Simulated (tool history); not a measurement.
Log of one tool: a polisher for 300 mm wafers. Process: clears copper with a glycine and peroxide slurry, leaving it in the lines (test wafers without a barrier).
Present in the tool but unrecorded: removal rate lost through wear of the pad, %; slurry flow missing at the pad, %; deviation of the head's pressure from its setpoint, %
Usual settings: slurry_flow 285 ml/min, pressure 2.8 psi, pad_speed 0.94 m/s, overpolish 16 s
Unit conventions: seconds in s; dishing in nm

| run | hour | slurry_flow | pressure | pad_speed | overpolish | wafers since the last listed run | wafers polished on this pad | hours since the slurry nozzle was cleaned | hours since the head pressure was calibrated | incoming thickness of the incoming film, nm | seconds | dishing |
|---|---|---|---|---|---|---|---|---|---|---|---|---|
| 1 | 0.0 | 285 | 2.8 | 0.86 | 16 | 0 | 1581 | 197.8 | 176.2 | 568.3 | 115.7 | 49.4 |
|  | 0.3 | worn pad replaced by a new one |
| 2 | 30.7 | 285 | 3.5 | 0.94 | 16 | 281 | 281 | 228.5 | 206.9 | 560.8 | 87.4 | 62.7 |
| 3 | 81.2 | 285 | 3.5 | 0.94 | 16 | 466 | 747 | 279.0 | 257.4 | 565.8 | 89.0 | 60.2 |
| 4 | 147.7 | 285 | 3.5 | 0.94 | 16 | 613 | 1360 | 345.5 | 323.9 | 569.4 | 89.9 | 59.8 |
| 5 | 182.9 | 285 | 2.8 | 0.94 | 16 | 324 | 1685 | 380.7 | 359.1 | 580.1 | 110.9 | 51.8 |
|  | 215.7 | worn pad replaced by a new one |
| 6 | 232.9 | 285 | 2.8 | 0.94 | 16 | 424 | 158 | 430.7 | 409.1 | 574.8 | 110.7 | 51.1 |
|  | 236.2 | slurry nozzle cleaned |
| 7 | 279.3 | 240 | 2.8 | 0.94 | 21 | 419 | 577 | 43.1 | 455.5 | 561.3 | 105.8 | 63.5 |
| 8 | 337.7 | 240 | 2.8 | 0.94 | 21 | 539 | 1116 | 101.5 | 513.9 | 577.3 | 109.4 | 62.7 |
| 9 | 374.2 | 240 | 2.8 | 0.94 | 21 | 336 | 1453 | 138.0 | 550.4 | 566.9 | 106.8 | 62.6 |
| 10 | 412.0 | 285 | 2.3 | 0.94 | 16 | 348 | 1802 | 175.8 | 588.2 | 571.2 | 123.7 | 46.0 |
|  | 430.3 | worn pad replaced by a new one |
| 11 | 437.7 | 285 | 2.3 | 0.94 | 16 | 200 | 68 | 201.5 | 613.9 | 563.9 | 121.1 | 47.3 |
| 12 | 484.9 | 285 | 3.7 | 0.94 | 16 | 435 | 503 | 248.7 | 661.1 | 571.7 | 81.3 | 62.9 |
|  | 513.9 | head pressure recalibrated |
| 13 | 550.4 | 285 | 3.7 | 0.66 | 7 | 586 | 1089 | 314.2 | 36.5 | 578.6 | 117.1 | 25.2 |
| 14 | 574.8 | 320 | 2.2 | 1.22 | 16 | 225 | 1315 | 338.6 | 60.9 | 571.1 | 102.4 | 52.1 |
|  | 615.3 | worn pad replaced by a new one |
| 15 | 615.8 | 285 | 2.8 | 0.94 | 16 | 341 | 4 | 379.6 | 101.9 | 564.9 | 107.3 | 51.5 |
| 16 | 679.4 | 285 | 2.8 | 0.94 | 16 | 587 | 591 | 443.2 | 165.5 | 568.3 | 109.7 | 51.5 |
| 17 | 710.2 | 235 | 3.7 | 1.14 | 23 | 284 | 876 | 474.0 | 196.3 | 569.5 | 78.7 | 81.6 |
|  | 719.5 | slurry nozzle cleaned |
| 18 | 748.8 | 285 | 2.8 | 0.94 | 16 | 347 | 1223 | 29.3 | 234.9 | 575.1 | 104.2 | 52.7 |
|  | 801.8 | worn pad replaced by a new one |
| 19 | 879.0 | 285 | 3.2 | 0.94 | 23 | 1164 | 712 | 159.5 | 365.1 | 573.8 | 93.6 | 70.4 |
| 20 | 910.4 | 285 | 2.8 | 1.16 | 16 | 289 | 1002 | 190.9 | 396.5 | 564.9 | 86.9 | 59.2 |
| 21 | 957.2 | 325 | 2.8 | 0.84 | 16 | 431 | 1434 | 237.7 | 443.3 | 570.2 | 110.7 | 50.8 |
|  | 1016.4 | worn pad replaced by a new one |
| 22 | 1028.1 | 285 | 2.8 | 0.94 | 16 | 617 | 108 | 308.6 | 514.2 | 573.2 | 108.0 | 52.0 |

Predict each of these 3 candidate next runs independently; none follows another, all start after run 22:
| A | 1028.6 | 285 | 2.8 | 0.94 | 16 | 4 | 112 | 309.1 | 514.7 | 579.4 | ? | ? |
| B | 1028.6 | 205 | 3.5 | 0.94 | 12 | 4 | 112 | 309.1 | 514.7 | 579.4 | ? | ? |
| C | 1028.6 | 355 | 2.4 | 0.84 | 21 | 4 | 112 | 309.1 | 514.7 | 579.4 | ? | ? |

| run | seconds | dishing |
|---|---|---|
| A | 109.4 | 52.4 |
| B | 96.3 | 46.6 |
| C | 131.5 | 56.0 |
Take away the tool's hidden state, keep each run's random variation, and the runs would have read:
| run | seconds | dishing |
|---|---|---|
| A | 105.1 | 53.9 |
| B | 91.1 | 48.6 |
| C | 127.4 | 57.2 |
